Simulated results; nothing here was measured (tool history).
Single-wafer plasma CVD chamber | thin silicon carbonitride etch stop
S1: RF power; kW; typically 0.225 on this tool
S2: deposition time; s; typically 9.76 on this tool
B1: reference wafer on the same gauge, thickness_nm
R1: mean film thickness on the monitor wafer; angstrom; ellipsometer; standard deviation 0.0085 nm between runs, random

{"run": 1, "hour": 0.0, "S1": 0.26, "S2": 9.76, "B1": 6.356, "R1": 59.04}
{"run": 2, "hour": 32.0, "S1": 0.225, "S2": 9.76, "B1": 6.362, "R1": 56.66}
{"run": 3, "hour": 50.5, "S1": 0.225, "S2": 9.76, "B1": 6.365, "R1": 56.69}
{"run": 4, "hour": 86.1, "S1": 0.225, "S2": 9.76, "B1": 6.381, "R1": 56.75}
{"run": 5, "hour": 115.0, "S1": 0.225, "S2": 9.76, "B1": 6.4, "R1": 56.85}
{"hour": 121.7, "done": "gauge calibrated"}
{"run": 6, "hour": 150.4, "S1": 0.225, "S2": 9.76, "B1": 6.346, "R1": 56.69}
{"run": 7, "hour": 178.0, "S1": 0.225, "S2": 9.76, "B1": 6.35, "R1": 56.53}
{"run": 8, "hour": 205.3, "S1": 0.225, "S2": 9.76, "B1": 6.355, "R1": 56.67}
{"run": 9, "hour": 226.7, "S1": 0.25, "S2": 10.34, "B1": 6.359, "R1": 62.08}
{"hour": 253.8, "done": "RF generator calibrated"}
{"run": 10, "hour": 254.3, "S1": 0.265, "S2": 11.39, "B1": 6.363, "R1": 69.3}
{"run": 11, "hour": 274.6, "S1": 0.21, "S2": 10.31, "B1": 6.365, "R1": 58.66}

Run 12, settings as shown, results not yet in. Your forecast:
{"hour": 283.4, "done": "thermocouple changed; heater temperature recalibrated"}
{"hour": 291.9, "done": "showerhead replaced"}
{"run": 12, "hour": 304.7, "S1": 0.27, "S2": 8.15, "B1": "?", "R1": "?"}

B1: 6.376
R1: 50.03 angstrom
With no hidden state in the tool, this same run would have given R1 49.75 angstrom.
